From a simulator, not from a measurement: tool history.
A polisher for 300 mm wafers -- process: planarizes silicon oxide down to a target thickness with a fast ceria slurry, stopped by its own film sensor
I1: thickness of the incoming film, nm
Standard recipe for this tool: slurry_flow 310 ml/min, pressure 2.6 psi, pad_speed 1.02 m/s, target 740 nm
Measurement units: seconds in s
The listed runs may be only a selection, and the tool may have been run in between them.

{"run": 1, "hour": 0.0, "slurry_flow": 310, "pressure": 2.6, "pad_speed": 0.8, "target": 740, "I1": 1515.9, "seconds": 86.6}
{"run": 2, "hour": 9.2, "slurry_flow": 310, "pressure": 2.6, "pad_speed": 1.02, "target": 740, "I1": 1542.9, "seconds": 75.6}
{"hour": 22.2, "done": "head pressure recalibrated"}
{"hour": 35.5, "done": "worn pad replaced by a new one"}
{"run": 3, "hour": 55.5, "slurry_flow": 310, "pressure": 2.6, "pad_speed": 1.02, "target": 740, "I1": 1536.7, "seconds": 71.3}
{"run": 4, "hour": 61.8, "slurry_flow": 310, "pressure": 2.6, "pad_speed": 1.02, "target": 740, "I1": 1526.2, "seconds": 71.6}
{"run": 5, "hour": 73.0, "slurry_flow": 310, "pressure": 2.6, "pad_speed": 1.02, "target": 740, "I1": 1504.4, "seconds": 70.6}
{"run": 6, "hour": 84.0, "slurry_flow": 310, "pressure": 2.6, "pad_speed": 1.02, "target": 740, "I1": 1507.4, "seconds": 69.2}
{"run": 7, "hour": 101.3, "slurry_flow": 310, "pressure": 2.6, "pad_speed": 1.02, "target": 740, "I1": 1513.9, "seconds": 69.7}
{"run": 8, "hour": 110.0, "slurry_flow": 310, "pressure": 2.6, "pad_speed": 1.02, "target": 740, "I1": 1524.6, "seconds": 71.9}
{"run": 9, "hour": 117.4, "slurry_flow": 310, "pressure": 2.6, "pad_speed": 1.02, "target": 740, "I1": 1533.6, "seconds": 77.0}
{"run": 10, "hour": 134.1, "slurry_flow": 310, "pressure": 2.6, "pad_speed": 1.02, "target": 863, "I1": 1508.5, "seconds": 60.7}
{"run": 11, "hour": 146.1, "slurry_flow": 310, "pressure": 2.6, "pad_speed": 1.02, "target": 863, "I1": 1520.8, "seconds": 60.9}
{"hour": 150.6, "done": "worn pad replaced by a new one"}
{"run": 12, "hour": 162.1, "slurry_flow": 310, "pressure": 2.1, "pad_speed": 1.02, "target": 740, "I1": 1524.4, "seconds": 85.7}
{"run": 13, "hour": 178.8, "slurry_flow": 310, "pressure": 2.6, "pad_speed": 1.02, "target": 740, "I1": 1528.2, "seconds": 70.2}
{"run": 14, "hour": 190.7, "slurry_flow": 310, "pressure": 2.6, "pad_speed": 1.02, "target": 740, "I1": 1520.3, "seconds": 73.7}
{"run": 15, "hour": 199.9, "slurry_flow": 310, "pressure": 2.6, "pad_speed": 1.02, "target": 740, "I1": 1506.6, "seconds": 73.3}
{"hour": 203.0, "done": "slurry nozzle cleaned"}
{"run": 16, "hour": 209.7, "slurry_flow": 310, "pressure": 2.6, "pad_speed": 1.02, "target": 740, "I1": 1541.4, "seconds": 74.8}
{"run": 17, "hour": 224.6, "slurry_flow": 235, "pressure": 3.3, "pad_speed": 1.02, "target": 740, "I1": 1535.1, "seconds": 60.5}
{"run": 18, "hour": 241.4, "slurry_flow": 310, "pressure": 2.6, "pad_speed": 0.8, "target": 740, "I1": 1506.5, "seconds": 87.5}
{"hour": 254.5, "done": "worn pad replaced by a new one"}
{"run": 19, "hour": 255.0, "slurry_flow": 310, "pressure": 2.0, "pad_speed": 1.18, "target": 740, "I1": 1528.4, "seconds": 77.2}
{"run": 20, "hour": 266.3, "slurry_flow": 370, "pressure": 3.1, "pad_speed": 1.02, "target": 740, "I1": 1503.9, "seconds": 54.8}
{"run": 21, "hour": 276.9, "slurry_flow": 310, "pressure": 2.6, "pad_speed": 1.02, "target": 614, "I1": 1526.3, "seconds": 82.3}
{"run": 22, "hour": 290.5, "slurry_flow": 310, "pressure": 2.6, "pad_speed": 1.2, "target": 740, "I1": 1530.8, "seconds": 61.4}
{"run": 23, "hour": 314.7, "slurry_flow": 310, "pressure": 2.9, "pad_speed": 0.8, "target": 740, "I1": 1511.3, "seconds": 78.0}
{"run": 24, "hour": 328.5, "slurry_flow": 310, "pressure": 2.6, "pad_speed": 0.92, "target": 740, "I1": 1535.2, "seconds": 80.6}
{"run": 25, "hour": 344.6, "slurry_flow": 310, "pressure": 2.6, "pad_speed": 1.02, "target": 614, "I1": 1512.6, "seconds": 86.4}
{"hour": 355.6, "done": "worn pad replaced by a new one"}
{"run": 26, "hour": 362.1, "slurry_flow": 310, "pressure": 2.6, "pad_speed": 1.02, "target": 740, "I1": 1526.8, "seconds": 69.2}
{"hour": 368.0, "done": "head pressure recalibrated"}
{"run": 27, "hour": 371.8, "slurry_flow": 310, "pressure": 2.6, "pad_speed": 1.02, "target": 740, "I1": 1513.3, "seconds": 67.6}
{"run": 28, "hour": 393.9, "slurry_flow": 310, "pressure": 2.9, "pad_speed": 1.26, "target": 740, "I1": 1500.1, "seconds": 51.2}
{"run": 29, "hour": 409.2, "slurry_flow": 215, "pressure": 2.1, "pad_speed": 1.02, "target": 740, "I1": 1523.3, "seconds": 89.1}
{"run": 30, "hour": 424.3, "slurry_flow": 310, "pressure": 2.6, "pad_speed": 1.02, "target": 497, "I1": 1485.3, "seconds": 91.2}
{"run": 31, "hour": 432.9, "slurry_flow": 390, "pressure": 3.4, "pad_speed": 0.7, "target": 856, "I1": 1523.4, "seconds": 61.4}
{"run": 32, "hour": 443.4, "slurry_flow": 220, "pressure": 2.4, "pad_speed": 1.26, "target": 904, "I1": 1498.6, "seconds": 52.2}
{"run": 33, "hour": 452.7, "slurry_flow": 385, "pressure": 2.6, "pad_speed": 0.72, "target": 953, "I1": 1515.8, "seconds": 68.6}
{"hour": 460.5, "done": "worn pad replaced by a new one"}
{"run": 34, "hour": 462.8, "slurry_flow": 310, "pressure": 3.4, "pad_speed": 1.02, "target": 869, "I1": 1510.8, "seconds": 42.1}
{"run": 35, "hour": 477.0, "slurry_flow": 310, "pressure": 2.6, "pad_speed": 1.02, "target": 568, "I1": 1517.0, "seconds": 82.3}
{"run": 36, "hour": 489.0, "slurry_flow": 310, "pressure": 2.6, "pad_speed": 1.02, "target": 740, "I1": 1510.3, "seconds": 70.2}
{"run": 37, "hour": 495.6, "slurry_flow": 310, "pressure": 2.6, "pad_speed": 1.02, "target": 740, "I1": 1515.5, "seconds": 72.1}

Selected run-to-run steps in seconds, each split into two signed amounts: the part the tool would show with no hidden state at all (from settings, incoming material and random variation), and the remainder, which goes to the hidden state together with any gauge scatter not common to the measured and the hidden-state-free results:
Hidden conditions of the tool in this case: removal rate lost through wear of the pad, %; slurry flow missing at the pad, %; deviation of the head's pressure from its setpoint, %.
Run 18 -> 19: pressure 2.6 -> 2.0, pad_speed 0.80 -> 1.18, worn pad replaced by a new one. seconds -10.3 s: hidden state -8.5, all else -1.8.
Run 25 -> 26: target 614 -> 740, worn pad replaced by a new one. seconds -17.2 s: hidden state -7.0, all else -10.2.
Run 28 -> 29: slurry_flow 310 -> 215, pressure 2.9 -> 2.1, pad_speed 1.26 -> 1.02. seconds +37.9 s: hidden state +3.5, all else +34.4.
Run 30 -> 31: slurry_flow 310 -> 390, pressure 2.6 -> 3.4, pad_speed 1.02 -> 0.70, target 497 -> 856. seconds -29.8 s: hidden state -2.2, all else -27.6.
Run 33 -> 34: slurry_flow 385 -> 310, pressure 2.6 -> 3.4, pad_speed 0.72 -> 1.02, target 953 -> 869, worn pad replaced by a new one. seconds -26.5 s: hidden state -5.6, all else -20.9.
Run 34 -> 35: pressure 3.4 -> 2.6, target 869 -> 568. seconds +40.2 s: hidden state +3.3, all else +36.9.
